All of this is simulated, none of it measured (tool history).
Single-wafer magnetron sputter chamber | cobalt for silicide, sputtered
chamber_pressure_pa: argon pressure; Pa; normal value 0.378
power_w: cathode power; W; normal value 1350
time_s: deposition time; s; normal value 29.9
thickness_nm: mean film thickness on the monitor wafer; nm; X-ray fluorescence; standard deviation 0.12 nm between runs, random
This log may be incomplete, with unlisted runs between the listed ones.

run	hour	chamber_pressure_pa	power_w	time_s	wafers since the last listed run	wafers on the sputter target	hours since the last manometer calibration	hours since the magnet pack was replaced	hours since the gauge calibration	read-back reference wafer on the same gauge, thickness_nm	thickness_nm
1	0	0.378	1350	34.6	0	3287	415.8	3151.5	996.6	20.29	25.084
2	51.1	0.378	1350	34.6	1361	4649	466.9	3202.6	1047.7	20.319	25.187
3	152.3	0.378	1350	34.6	2696	7345	568.1	3303.8	1148.9	20.301	25.064
4	226.9	0.413	1350	25.4	1987	9332	642.7	3378.4	1223.5	20.267	18.234
# hour 327.5: sputter target and shields replaced
5	328	0.413	1350	25.4	2480	13	743.8	3479.5	1324.6	20.288	18.196
6	398.5	0.459	1350	29.9	1878	1892	814.3	3550	1395.1	20.292	21.193
7	462.1	0.459	1350	29.9	1694	3586	877.9	3613.6	1458.7	20.304	21.243
8	567.7	0.459	1350	29.9	2813	6399	983.5	3719.2	1564.3	20.296	21.015
9	675.5	0.302	1350	29.9	2871	9271	1091.3	3827	1672.1	20.297	22.373
# hour 698.6: sputter target and shields replaced
# hour 715.7: gauge calibrated
# hour 744.7: capacitance manometer re-zeroed and calibrated
10	745.2	0.302	1350	29.9	1430	1028	0.5	3896.7	29.5	20.318	22.225
11	821.2	0.302	1350	29.9	2024	3052	76.5	3972.7	105.5	20.29	22.281
12	865.8	0.378	1350	29.9	1188	4241	121.1	4017.3	150.1	20.31	21.767
13	921.8	0.378	1350	29.9	1491	5733	177.1	4073.3	206.1	20.312	21.727
# hour 1035.2: sputter target and shields replaced
14	1035.7	0.378	1350	29.9	2821	14	291	4187.2	320	20.296	21.779
15	1115.4	0.52	1450	35.2	2123	2137	370.7	4266.9	399.7	20.308	26.021
16	1185.4	0.462	1150	29.9	1864	4002	440.7	4336.9	469.7	20.291	18.382
17	1283.3	0.378	1350	29.9	2608	6610	538.6	4434.8	567.6	20.316	21.688
18	1371	0.51	1050	29.9	2336	8946	626.3	4522.5	655.3	20.303	16.846
19	1410	0.378	1500	29.9	1039	9985	665.3	4561.5	694.3	20.278	23.925
# hour 1439.5: sputter target and shields replaced
20	1451.7	0.246	1350	35.3	897	324	707	4603.2	736	20.294	26.89
# hour 1493.9: magnet pack replaced
21	1507.1	0.378	1150	29.9	1262	1587	762.4	13.2	791.4	20.308	19.08
22	1552.4	0.378	1350	29.9	1206	2794	807.7	58.5	836.7	20.305	21.501
23	1618.8	0.472	1200	27.9	1768	4563	874.1	124.9	903.1	20.295	17.91
24	1679.9	0.476	1550	31.5	1627	6191	935.2	186	964.2	20.287	25.3
25	1720.7	0.253	1250	33.6	1086	7278	976	226.8	1005	20.289	23.918
26	1761.8	0.378	1350	29.9	1094	8373	1017.1	267.9	1046.1	20.328	21.69
# hour 1826.3: sputter target and shields replaced
27	1840.5	0.527	1700	29.9	1883	378	1095.8	346.6	1124.8	20.285	25.237
# hour 1900.8: capacitance manometer re-zeroed and calibrated
28	1907.5	0.378	1550	27.6	1571	1950	6.7	413.6	1191.8	20.286	22.62
29	1976.7	0.378	1500	35	1843	3794	75.9	482.8	1261	20.288	28.073

Run-by-run hidden state of the tool:
deposition rate above that of a new target (%): 0 on each run
true argon pressure above the setpoint (%): 0 on each run
gauge reads high (%): 0 on each run

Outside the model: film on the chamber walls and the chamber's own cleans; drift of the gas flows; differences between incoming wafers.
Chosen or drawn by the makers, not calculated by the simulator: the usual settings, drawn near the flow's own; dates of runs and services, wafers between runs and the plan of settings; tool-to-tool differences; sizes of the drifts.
